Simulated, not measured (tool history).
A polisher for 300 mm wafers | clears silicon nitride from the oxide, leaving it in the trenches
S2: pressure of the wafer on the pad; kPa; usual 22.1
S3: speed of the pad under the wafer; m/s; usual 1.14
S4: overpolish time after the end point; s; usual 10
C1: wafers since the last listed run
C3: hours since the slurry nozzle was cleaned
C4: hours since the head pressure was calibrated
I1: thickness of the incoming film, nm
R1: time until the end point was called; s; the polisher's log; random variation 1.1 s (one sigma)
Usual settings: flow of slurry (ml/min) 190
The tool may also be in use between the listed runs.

Run 1, hour 0.0: usual settings but S4 6 s; C1 0; wafers polished on this pad 65; C3 815.2; C4 1203.7; I1 89.2. Result: R1 73.0 s.
Run 2, hour 12.2: usual settings but flow of slurry (ml/min) 210; C1 101; wafers polished on this pad 166; C3 827.4; C4 1215.9; I1 89.7. Result: R1 73.6 s.
Run 3, hour 20.9: usual settings; C1 72; wafers polished on this pad 239; C3 836.1; C4 1224.6; I1 90.3. Result: R1 75.2 s.
Run 4, hour 38.3: usual settings; C1 144; wafers polished on this pad 384; C3 853.5; C4 1242.0; I1 88.1. Result: R1 75.6 s.
Run 5, hour 46.8: usual settings; C1 70; wafers polished on this pad 455; C3 862.0; C4 1250.5; I1 89.8. Result: R1 78.8 s.
Run 6, hour 56.1: usual settings; C1 77; wafers polished on this pad 532; C3 871.3; C4 1259.8; I1 90.0. Result: R1 76.9 s.
Run 7, hour 73.0: usual settings; C1 140; wafers polished on this pad 673; C3 888.2; C4 1276.7; I1 90.6. Result: R1 79.9 s.
Run 8, hour 86.2: usual settings; C1 109; wafers polished on this pad 783; C3 901.4; C4 1289.9; I1 89.3. Result: R1 78.3 s.
Run 9, hour 93.7: usual settings; C1 62; wafers polished on this pad 845; C3 908.9; C4 1297.4; I1 89.6. Result: R1 80.1 s.
At hour 96.5: slurry nozzle cleaned.
Run 10, hour 104.9: usual settings but flow of slurry (ml/min) 145; C1 84; wafers polished on this pad 930; C3 8.4; C4 1308.6; I1 90.6. Result: R1 84.5 s.
Run 11, hour 112.8: usual settings; C1 65; wafers polished on this pad 996; C3 16.3; C4 1316.5; I1 88.8. Result: R1 78.6 s.
Run 12, hour 120.1: usual settings but S4 8 s; C1 60; wafers polished on this pad 1057; C3 23.6; C4 1323.8; I1 88.9. Result: R1 77.6 s.
Run 13, hour 135.1: usual settings but S3 0.80 m/s; C1 124; wafers polished on this pad 1182; C3 38.6; C4 1338.8; I1 89.1. Result: R1 93.8 s.
Run 14, hour 142.0: usual settings but S4 15 s; C1 57; wafers polished on this pad 1240; C3 45.5; C4 1345.7; I1 89.6. Result: R1 78.1 s.
At hour 154.2: head pressure recalibrated.
Run 15, hour 155.0: usual settings but S2 20.0 kPa, S3 0.96 m/s, S4 5 s; C1 91; wafers polished on this pad 1331; C3 58.5; C4 0.8; I1 91.3. Result: R1 97.7 s.
At hour 159.3: worn pad replaced by a new one.
Run 16, hour 172.5: usual settings but S3 0.74 m/s, S4 4 s; C1 112; wafers polished on this pad 109; C3 76.0; C4 18.3; I1 89.2. Result: R1 94.7 s.
Run 17, hour 184.0: usual settings but flow of slurry (ml/min) 145, S2 27.6 kPa, S3 1.38 m/s; C1 95; wafers polished on this pad 205; C3 87.5; C4 29.8; I1 90.8. Result: R1 57.1 s.

Run 18 comes next. What will it give?
Run 18, hour 197.1: usual settings but S2 19.3 kPa, S3 0.96 m/s; C1 109; wafers polished on this pad 314; C3 100.6; C4 42.9; I1 91.5. Result: R1 ?.

R1: 99.4 s
Without the tool's hidden state the same run would have given R1 94.7 s.

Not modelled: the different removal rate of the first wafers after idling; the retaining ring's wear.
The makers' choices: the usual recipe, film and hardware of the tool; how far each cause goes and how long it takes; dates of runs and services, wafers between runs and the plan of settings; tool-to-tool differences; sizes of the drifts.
